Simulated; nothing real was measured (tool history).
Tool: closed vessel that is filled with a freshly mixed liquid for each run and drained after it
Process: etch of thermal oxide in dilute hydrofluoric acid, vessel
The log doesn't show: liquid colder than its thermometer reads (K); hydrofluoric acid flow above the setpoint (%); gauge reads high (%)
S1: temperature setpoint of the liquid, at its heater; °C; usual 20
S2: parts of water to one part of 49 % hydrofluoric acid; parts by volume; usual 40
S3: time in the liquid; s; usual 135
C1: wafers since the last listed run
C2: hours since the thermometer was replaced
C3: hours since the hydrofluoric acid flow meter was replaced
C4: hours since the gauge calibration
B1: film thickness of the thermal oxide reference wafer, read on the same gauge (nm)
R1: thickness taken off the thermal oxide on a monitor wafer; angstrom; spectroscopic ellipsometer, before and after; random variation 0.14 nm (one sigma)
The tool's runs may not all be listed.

run   hour    S1  S2   S3    C1      C2     C3     C4     B1     R1
  1      0    17  40  135     0  1672.6  455.4  378.8  79.98  137.2
  2   13.9    20  30  105  1091  1686.5  469.3  392.7  80.01  161.7
  3   29.2    20  30  105  1201  1701.8  484.6    408  79.98  166.9
  4   42.5    20  40  135  1044  1715.1  497.9  421.3     80  159.2
  5   56.6    20  40  135  1107  1729.2    512  435.4  79.99  158.4
  6   63.7    20  40  135   557  1736.3  519.1  442.5  79.99  157.1
  7     81    20  40  135  1358  1753.6  536.4  459.8  80.01  159.5
  8     99    20  40  135  1413  1771.6  554.4  477.8  79.96  158.5
  9  107.3    20  40  135   651  1779.9  562.7  486.1  79.98    157
     108.4  -- gauge calibrated
 10  114.1    20  40  135   534  1786.7  569.5    5.7  80.01  160.2
 11  131.7    20  25  135  1382  1804.3  587.1   23.3  79.99  255.9
 12  138.6    20  40  135   542  1811.2    594   30.2  80.01  160.5
 13  146.2    24  40  135   596  1818.8  601.6   37.8  80.02  187.2
 14  159.2    20  40  135  1021  1831.8  614.6   50.8  79.98  158.2
 15  167.9  18.5  30  135   683  1840.5  623.3   59.5  80.01  203.4
 16  175.8    23  55  135   620  1848.4  631.2   67.4  79.99  129.9
 17  188.6    20  40  135  1005  1861.2    644   80.2     80    160
 18  203.4    20  40  135  1162    1876  658.8     95  80.01  161.8
 19  218.5    20  50  100  1186  1891.1  673.9  110.1  80.02   94.1
 20  234.2    20  40  205  1233  1906.8  689.6  125.8  79.99  246.6
 21  244.7    20  60  135   824  1917.3  700.1  136.3  79.98  106.5
     258.7  -- thermometer replaced
 22  259.1    20  40  135  1052     0.4  714.5  150.7  79.99  160.6
 23  274.4    20  40  135  1201    15.7  729.8    166  79.99  162.1
 24  291.5  21.5  40  135  1343    32.8  746.9  183.1     80  173.6
 25  297.8    17  60  190   494    39.1  753.2  189.4  80.01  131.3
 26  310.3    20  30  135   981    51.6  765.7  201.9  80.02    220
 27  325.5    20  40  135  1193    66.8  780.9  217.1  80.02  162.8
     326.6  -- hydrofluoric acid flow meter replaced
 28  340.6    22  55  195  1107    81.9     14  232.2  79.99  169.3
 29  348.9    20  20  135   651    90.2   22.3  240.5  79.99  304.6
 30    360  24.5  40   95   871   101.3   33.4  251.6  79.99  127.7
 31  377.1  22.5  40  135  1343   118.4   50.5  268.7     80  167.2
 32  389.5    20  30   90   974   130.8   62.9  281.1     80    136
 33  404.4    20  35  185  1170   145.7   77.8    296  79.98  239.5
 34  415.4  23.5  40  135   864   156.7   88.8    307  80.01  173.6
 35  432.8  18.5  25  215  1366   174.1  106.2  324.4  79.99  360.2

3 ways to go on from here, each from the tool as it stands after run 35. What would each give?
  A  433.5    20  40  180  54  174.8  106.9  325.1   ?   ?
  B  433.5  18.5  60  180  54  174.8  106.9  325.1   ?   ?
  C  433.5    17  25  195  54  174.8  106.9  325.1   ?   ?

run     B1     R1
  A  79.99  205.9
  B  79.99  125.8
  C  79.99  318.4
Without the tool's hidden state the same runs would have given:
run     R1
  A  200.7
  B  122.6
  C  310.7
